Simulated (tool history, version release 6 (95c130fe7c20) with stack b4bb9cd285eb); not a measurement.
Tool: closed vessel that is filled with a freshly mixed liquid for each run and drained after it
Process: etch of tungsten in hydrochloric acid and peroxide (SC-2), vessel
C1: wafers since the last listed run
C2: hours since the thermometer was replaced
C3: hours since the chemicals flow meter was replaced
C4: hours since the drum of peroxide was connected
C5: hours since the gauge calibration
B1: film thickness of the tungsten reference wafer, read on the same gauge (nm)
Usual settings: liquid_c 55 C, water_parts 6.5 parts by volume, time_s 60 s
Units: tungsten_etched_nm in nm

Run 1, day 0: usual settings; C1 0; C2 1812.6; C3 543.2; C4 511.7; C5 121.5; B1 109.3. Result: tungsten_etched_nm 30.47 nm.
At day 3.029: new drum of peroxide connected.
Run 2, day 3.804: usual settings but time_s 75 s; C1 8627; C2 1903.9; C3 634.5; C4 18.6; C5 212.8; B1 109.6. Result: tungsten_etched_nm 37.77 nm.
Run 3, day 7.654: usual settings but time_s 75 s; C1 8828; C2 1996.3; C3 726.9; C4 111; C5 305.2; B1 109.94. Result: tungsten_etched_nm 37.95 nm.
Run 4, day 9.667: usual settings but water_parts 8.5 parts by volume; C1 4614; C2 2044.6; C3 775.2; C4 159.3; C5 353.5; B1 110.09. Result: tungsten_etched_nm 24.62 nm.
Run 5, day 11.775: usual settings but water_parts 8.5 parts by volume; C1 4834; C2 2095.2; C3 825.8; C4 209.9; C5 404.1; B1 110.29. Result: tungsten_etched_nm 24.73 nm.
Run 6, day 15.879: usual settings but water_parts 8.5 parts by volume; C1 9411; C2 2193.7; C3 924.3; C4 308.4; C5 502.6; B1 110.6. Result: tungsten_etched_nm 24.89 nm.
At day 22.671: new drum of peroxide connected.
Run 7, day 26.512: usual settings but time_s 85 s; C1 24287; C2 2448.9; C3 1179.5; C4 92.2; C5 757.8; B1 111.51. Result: tungsten_etched_nm 43.87 nm.
Run 8, day 29.4: usual settings; C1 6621; C2 2518.2; C3 1248.8; C4 161.5; C5 827.1; B1 111.72. Result: tungsten_etched_nm 30.79 nm.
Run 9, day 33.775: usual settings; C1 10032; C2 2623.2; C3 1353.8; C4 266.5; C5 932.1; B1 112.05. Result: tungsten_etched_nm 30.97 nm.
Run 10, day 37.525: usual settings but liquid_c 60 C; C1 8599; C2 2713.2; C3 1443.8; C4 356.5; C5 1022.1; B1 112.42. Result: tungsten_etched_nm 42.69 nm.
At day 41.433: thermometer replaced.
Run 11, day 41.533: usual settings but liquid_c 60 C; C1 9095; C2 2.4; C3 1540; C4 452.7; C5 1118.3; B1 112.71. Result: tungsten_etched_nm 43.03 nm.
At day 42.412: new drum of peroxide connected.
Run 12, day 45.233: usual settings but liquid_c 60 C; C1 8388; C2 91.2; C3 1628.8; C4 67.7; C5 1207.1; B1 113. Result: tungsten_etched_nm 42.68 nm.
At day 46.617: chemicals flow meter replaced.
Run 13, day 47.958: usual settings; C1 6153; C2 156.6; C3 32.2; C4 133.1; C5 1272.5; B1 113.25. Result: tungsten_etched_nm 31.22 nm.
Run 14, day 50.604: usual settings but liquid_c 47 C, water_parts 7.5 parts by volume, time_s 30 s; C1 6067; C2 220.1; C3 95.7; C4 196.6; C5 1336; B1 113.48. Result: tungsten_etched_nm 8.25 nm.
At day 53.608: gauge calibrated.
Run 15, day 54.117: usual settings but liquid_c 47.5 C, water_parts 5.5 parts by volume; C1 8054; C2 304.4; C3 180; C4 280.9; C5 12.2; B1 109.91. Result: tungsten_etched_nm 21.09 nm.
Run 16, day 56.646: usual settings but liquid_c 60.5 C; C1 5799; C2 365.1; C3 240.7; C4 341.6; C5 72.9; B1 110.1. Result: tungsten_etched_nm 43.09 nm.
Run 17, day 59.808: usual settings but liquid_c 45.5 C, water_parts 9 parts by volume, time_s 90 s; C1 7251; C2 441; C3 316.6; C4 417.5; C5 148.8; B1 110.39. Result: tungsten_etched_nm 18.8 nm.
At day 61.333: new drum of peroxide connected.
Run 18, day 63.662: usual settings; C1 8742; C2 533.5; C3 409.1; C4 55.9; C5 241.3; B1 110.7. Result: tungsten_etched_nm 30.6 nm.
Run 19, day 66.829: usual settings; C1 7261; C2 609.5; C3 485.1; C4 131.9; C5 317.3; B1 110.94. Result: tungsten_etched_nm 30.72 nm.
Run 20, day 68.588: usual settings but liquid_c 48 C; C1 4031; C2 651.7; C3 527.3; C4 174.1; C5 359.5; B1 111.04. Result: tungsten_etched_nm 19.43 nm.
Run 21, day 71.021: usual settings but liquid_c 47.5 C, water_parts 9.5 parts by volume, time_s 80 s; C1 5579; C2 710.1; C3 585.7; C4 232.5; C5 417.9; B1 111.33. Result: tungsten_etched_nm 18.42 nm.
Run 22, day 74.1: usual settings but liquid_c 48.5 C, water_parts 8.5 parts by volume, time_s 35 s; C1 7060; C2 784; C3 659.6; C4 306.4; C5 491.8; B1 111.53. Result: tungsten_etched_nm 9.5 nm.
Run 23, day 78.712: usual settings but liquid_c 63.5 C, water_parts 5.5 parts by volume, time_s 45 s; C1 10576; C2 894.7; C3 770.3; C4 417.1; C5 602.5; B1 111.92. Result: tungsten_etched_nm 44.76 nm.
Run 24, day 80.608: usual settings but time_s 95 s; C1 4347; C2 940.2; C3 815.8; C4 462.6; C5 648; B1 112.09. Result: tungsten_etched_nm 48.98 nm.
At day 83.321: new drum of peroxide connected.
Run 25, day 83.646: usual settings but water_parts 8.5 parts by volume, time_s 70 s; C1 6869; C2 1013.1; C3 888.7; C4 7.8; C5 720.9; B1 112.31. Result: tungsten_etched_nm 29.3 nm.

5 ways to go on from here, each from the tool as it stands after run 25. What would each give?
Run A, day 83.675: usual settings; C1 66; C2 1013.8; C3 889.4; C4 8.5; C5 721.6; B1 ?. Result: tungsten_etched_nm ?.
Run B, day 83.675: usual settings but water_parts 7.5 parts by volume; C1 66; C2 1013.8; C3 889.4; C4 8.5; C5 721.6; B1 ?. Result: tungsten_etched_nm ?.
Run C, day 83.675: usual settings but liquid_c 64 C, water_parts 8 parts by volume; C1 66; C2 1013.8; C3 889.4; C4 8.5; C5 721.6; B1 ?. Result: tungsten_etched_nm ?.
Run D, day 83.675: usual settings but water_parts 5.5 parts by volume; C1 66; C2 1013.8; C3 889.4; C4 8.5; C5 721.6; B1 ?. Result: tungsten_etched_nm ?.
Run E, day 83.675: usual settings but liquid_c 60.5 C, water_parts 7.5 parts by volume, time_s 80 s; C1 66; C2 1013.8; C3 889.4; C4 8.5; C5 721.6; B1 ?. Result: tungsten_etched_nm ?.

run      B1  tungsten_etched_nm
  A  112.33               30.82
  B  112.33               27.57
  C  112.33               46.15
  D  112.33               34.92
  E  112.33               52.16
Without the tool's hidden state the same runs would have given:
run  tungsten_etched_nm
  A               30.18
  B                  27
  C               45.19
  D                34.2
  E               51.08

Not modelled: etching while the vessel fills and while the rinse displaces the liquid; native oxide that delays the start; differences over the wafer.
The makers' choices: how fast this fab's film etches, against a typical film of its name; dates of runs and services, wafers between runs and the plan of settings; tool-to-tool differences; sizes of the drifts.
